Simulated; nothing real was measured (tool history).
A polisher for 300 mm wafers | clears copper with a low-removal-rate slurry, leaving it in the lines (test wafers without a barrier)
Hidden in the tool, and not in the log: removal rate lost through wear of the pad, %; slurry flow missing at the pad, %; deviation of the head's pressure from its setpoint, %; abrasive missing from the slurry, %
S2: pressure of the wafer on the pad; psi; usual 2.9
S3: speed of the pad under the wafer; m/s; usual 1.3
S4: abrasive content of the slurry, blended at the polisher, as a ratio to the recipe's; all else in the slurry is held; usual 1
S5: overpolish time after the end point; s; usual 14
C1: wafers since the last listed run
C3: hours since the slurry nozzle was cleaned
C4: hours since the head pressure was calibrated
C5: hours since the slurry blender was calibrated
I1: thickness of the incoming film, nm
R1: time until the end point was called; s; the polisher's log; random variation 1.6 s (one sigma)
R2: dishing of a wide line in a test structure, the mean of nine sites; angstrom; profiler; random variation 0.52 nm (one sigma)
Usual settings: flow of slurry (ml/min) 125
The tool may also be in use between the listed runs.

{"run": 1, "hour": 0.0, "flow of slurry (ml/min)": 125, "S2": 2.9, "S3": 1.3, "S4": 1, "S5": 14, "C1": 0, "wafers polished on this pad": 3697, "C3": 77.6, "C4": 1065, "C5": 284.3, "I1": 342.3, "R1": 106.8, "R2": 326}
{"hour": 21.0, "done": "worn pad replaced by a new one"}
{"run": 2, "hour": 24.4, "flow of slurry (ml/min)": 125, "S2": 2.9, "S3": 1.3, "S4": 1, "S5": 14, "C1": 244, "wafers polished on this pad": 40, "C3": 102, "C4": 1089.4, "C5": 308.7, "I1": 335.6, "R1": 92.4, "R2": 363}
{"hour": 44.0, "done": "slurry blender recalibrated"}
{"run": 3, "hour": 96.3, "flow of slurry (ml/min)": 125, "S2": 2.9, "S3": 1.3, "S4": 1, "S5": 14, "C1": 838, "wafers polished on this pad": 879, "C3": 173.9, "C4": 1161.3, "C5": 52.3, "I1": 340.2, "R1": 94.8, "R2": 359}
{"run": 4, "hour": 132.4, "flow of slurry (ml/min)": 125, "S2": 2.9, "S3": 1.3, "S4": 1, "S5": 14, "C1": 433, "wafers polished on this pad": 1312, "C3": 210, "C4": 1197.4, "C5": 88.4, "I1": 338.4, "R1": 91.9, "R2": 356}
{"run": 5, "hour": 201.8, "flow of slurry (ml/min)": 125, "S2": 2.9, "S3": 1.3, "S4": 1, "S5": 14, "C1": 832, "wafers polished on this pad": 2145, "C3": 279.4, "C4": 1266.8, "C5": 157.8, "I1": 340.4, "R1": 98.8, "R2": 345}
{"hour": 239.2, "done": "slurry nozzle cleaned"}
{"run": 6, "hour": 372.1, "flow of slurry (ml/min)": 125, "S2": 2.9, "S3": 1.3, "S4": 1, "S5": 14, "C1": 2031, "wafers polished on this pad": 4177, "C3": 132.9, "C4": 1437.1, "C5": 328.1, "I1": 334.9, "R1": 108.5, "R2": 315}
{"hour": 377.5, "done": "worn pad replaced by a new one"}
{"hour": 384.7, "done": "head pressure recalibrated"}
{"run": 7, "hour": 413.8, "flow of slurry (ml/min)": 125, "S2": 2.9, "S3": 1.02, "S4": 1, "S5": 14, "C1": 428, "wafers polished on this pad": 412, "C3": 174.6, "C4": 29.1, "C5": 369.8, "I1": 333.3, "R1": 126.4, "R2": 276}
{"run": 8, "hour": 448.7, "flow of slurry (ml/min)": 125, "S2": 2.9, "S3": 1.3, "S4": 1, "S5": 19, "C1": 418, "wafers polished on this pad": 831, "C3": 209.5, "C4": 64, "C5": 404.7, "I1": 336.8, "R1": 105, "R2": 441}
{"hour": 470.9, "done": "slurry blender recalibrated"}
{"run": 9, "hour": 488.4, "flow of slurry (ml/min)": 125, "S2": 2.9, "S3": 1.3, "S4": 1, "S5": 14, "C1": 452, "wafers polished on this pad": 1283, "C3": 249.2, "C4": 103.7, "C5": 17.5, "I1": 335.5, "R1": 94.1, "R2": 369}
{"run": 10, "hour": 533.6, "flow of slurry (ml/min)": 125, "S2": 2.9, "S3": 1.3, "S4": 1, "S5": 14, "C1": 542, "wafers polished on this pad": 1826, "C3": 294.4, "C4": 148.9, "C5": 62.7, "I1": 342.8, "R1": 98.5, "R2": 353}
{"hour": 554.9, "done": "slurry nozzle cleaned"}
{"run": 11, "hour": 570.4, "flow of slurry (ml/min)": 110, "S2": 2.9, "S3": 1.3, "S4": 1, "S5": 18, "C1": 429, "wafers polished on this pad": 2255, "C3": 15.5, "C4": 185.7, "C5": 99.5, "I1": 334.4, "R1": 96.1, "R2": 433}
{"run": 12, "hour": 603.8, "flow of slurry (ml/min)": 125, "S2": 2.9, "S3": 1.3, "S4": 1, "S5": 14, "C1": 400, "wafers polished on this pad": 2656, "C3": 48.9, "C4": 219.1, "C5": 132.9, "I1": 337.8, "R1": 97.1, "R2": 342}
{"run": 13, "hour": 675.0, "flow of slurry (ml/min)": 125, "S2": 2.9, "S3": 1.3, "S4": 1, "S5": 8, "C1": 854, "wafers polished on this pad": 3511, "C3": 120.1, "C4": 290.3, "C5": 204.1, "I1": 337.7, "R1": 98.8, "R2": 198}
{"run": 14, "hour": 726.9, "flow of slurry (ml/min)": 100, "S2": 3.3, "S3": 1.3, "S4": 0.8, "S5": 19, "C1": 622, "wafers polished on this pad": 4133, "C3": 172, "C4": 342.2, "C5": 256, "I1": 335.3, "R1": 104, "R2": 433}
{"run": 15, "hour": 779.9, "flow of slurry (ml/min)": 125, "S2": 3.3, "S3": 1.68, "S4": 1.1, "S5": 17, "C1": 636, "wafers polished on this pad": 4770, "C3": 225, "C4": 395.2, "C5": 309, "I1": 340.9, "R1": 76.9, "R2": 534}
{"hour": 784.8, "done": "worn pad replaced by a new one"}
{"hour": 786.6, "done": "slurry blender recalibrated"}
{"run": 16, "hour": 809.4, "flow of slurry (ml/min)": 125, "S2": 2.6, "S3": 1.02, "S4": 1, "S5": 14, "C1": 285, "wafers polished on this pad": 274, "C3": 254.5, "C4": 424.7, "C5": 22.8, "I1": 338.7, "R1": 129, "R2": 288}
{"run": 17, "hour": 868.6, "flow of slurry (ml/min)": 90, "S2": 2.9, "S3": 1.3, "S4": 1.1, "S5": 14, "C1": 710, "wafers polished on this pad": 984, "C3": 313.7, "C4": 483.9, "C5": 82, "I1": 345.2, "R1": 100.9, "R2": 346}
{"run": 18, "hour": 921.3, "flow of slurry (ml/min)": 125, "S2": 3.3, "S3": 1.3, "S4": 1.1, "S5": 22, "C1": 632, "wafers polished on this pad": 1617, "C3": 366.4, "C4": 536.6, "C5": 134.7, "I1": 342.7, "R1": 85.8, "R2": 612}
{"hour": 937.4, "done": "slurry nozzle cleaned"}
{"run": 19, "hour": 966.2, "flow of slurry (ml/min)": 125, "S2": 2.9, "S3": 1.3, "S4": 1.2, "S5": 14, "C1": 526, "wafers polished on this pad": 2143, "C3": 28.8, "C4": 581.5, "C5": 179.6, "I1": 342.1, "R1": 96, "R2": 368}
{"run": 20, "hour": 1019.2, "flow of slurry (ml/min)": 115, "S2": 2.9, "S3": 1.3, "S4": 1, "S5": 14, "C1": 636, "wafers polished on this pad": 2780, "C3": 81.8, "C4": 634.5, "C5": 232.6, "I1": 339.8, "R1": 103.4, "R2": 342}
{"run": 21, "hour": 1069.5, "flow of slurry (ml/min)": 125, "S2": 2.9, "S3": 1.3, "S4": 1, "S5": 14, "C1": 603, "wafers polished on this pad": 3383, "C3": 132.1, "C4": 684.8, "C5": 282.9, "I1": 340.2, "R1": 105.2, "R2": 327}
{"run": 22, "hour": 1127.0, "flow of slurry (ml/min)": 150, "S2": 2.9, "S3": 1.7, "S4": 1, "S5": 14, "C1": 690, "wafers polished on this pad": 4073, "C3": 189.6, "C4": 742.3, "C5": 340.4, "I1": 342.9, "R1": 80.2, "R2": 425}
{"hour": 1193.9, "done": "slurry blender recalibrated"}
{"hour": 1204.5, "done": "worn pad replaced by a new one"}
{"run": 23, "hour": 1248.5, "flow of slurry (ml/min)": 125, "S2": 2.1, "S3": 1.3, "S4": 1, "S5": 19, "C1": 1386, "wafers polished on this pad": 528, "C3": 311.1, "C4": 863.8, "C5": 54.6, "I1": 341.2, "R1": 124.3, "R2": 387}
{"run": 24, "hour": 1317.6, "flow of slurry (ml/min)": 100, "S2": 2.9, "S3": 1.3, "S4": 1, "S5": 17, "C1": 829, "wafers polished on this pad": 1357, "C3": 380.2, "C4": 932.9, "C5": 123.7, "I1": 343.8, "R1": 101.1, "R2": 417}
{"hour": 1352.8, "done": "slurry nozzle cleaned"}
{"run": 25, "hour": 1387.0, "flow of slurry (ml/min)": 125, "S2": 2.9, "S3": 1.3, "S4": 1, "S5": 14, "C1": 820, "wafers polished on this pad": 2178, "C3": 34.2, "C4": 1002.3, "C5": 193.1, "I1": 345.5, "R1": 98.9, "R2": 353}
{"run": 26, "hour": 1415.8, "flow of slurry (ml/min)": 100, "S2": 2.9, "S3": 1.3, "S4": 1, "S5": 11, "C1": 345, "wafers polished on this pad": 2523, "C3": 63, "C4": 1031.1, "C5": 221.9, "I1": 347.1, "R1": 105.5, "R2": 269}
{"run": 27, "hour": 1484.4, "flow of slurry (ml/min)": 170, "S2": 3.7, "S3": 1.12, "S4": 1, "S5": 8, "C1": 823, "wafers polished on this pad": 3347, "C3": 131.6, "C4": 1099.7, "C5": 290.5, "I1": 339.2, "R1": 93.3, "R2": 224}
{"hour": 1533.7, "done": "worn pad replaced by a new one"}
{"run": 28, "hour": 1536.6, "flow of slurry (ml/min)": 125, "S2": 2.9, "S3": 1.3, "S4": 1.25, "S5": 14, "C1": 578, "wafers polished on this pad": 35, "C3": 183.8, "C4": 1151.9, "C5": 342.7, "I1": 333.8, "R1": 89.9, "R2": 366}

4 ways to go on from here, each from the tool as it stands after run 28. What would each give?
{"run": "A", "hour": 1537.0, "flow of slurry (ml/min)": 125, "S2": 2.9, "S3": 1.68, "S4": 1, "S5": 14, "C1": 4, "wafers polished on this pad": 39, "C3": 184.2, "C4": 1152.3, "C5": 343.1, "I1": 340.5, "R1": "?", "R2": "?"}
{"run": "B", "hour": 1537.0, "flow of slurry (ml/min)": 125, "S2": 2.9, "S3": 1.42, "S4": 0.9, "S5": 14, "C1": 4, "wafers polished on this pad": 39, "C3": 184.2, "C4": 1152.3, "C5": 343.1, "I1": 340.5, "R1": "?", "R2": "?"}
{"run": "C", "hour": 1537.0, "flow of slurry (ml/min)": 125, "S2": 2.9, "S3": 0.9, "S4": 1.1, "S5": 14, "C1": 4, "wafers polished on this pad": 39, "C3": 184.2, "C4": 1152.3, "C5": 343.1, "I1": 340.5, "R1": "?", "R2": "?"}
{"run": "D", "hour": 1537.0, "flow of slurry (ml/min)": 125, "S2": 3.5, "S3": 1.56, "S4": 1, "S5": 14, "C1": 4, "wafers polished on this pad": 39, "C3": 184.2, "C4": 1152.3, "C5": 343.1, "I1": 340.5, "R1": "?", "R2": "?"}

run=A R1=74.8 R2=450
run=B R1=90.3 R2=382
run=C R1=136.9 R2=262
run=D R1=68.5 R2=490
Without the tool's hidden state the same runs would have given:
run=A R1=68.8 R2=483
run=B R1=83.2 R2=410
run=C R1=125.9 R2=283
run=D R1=63 R2=526
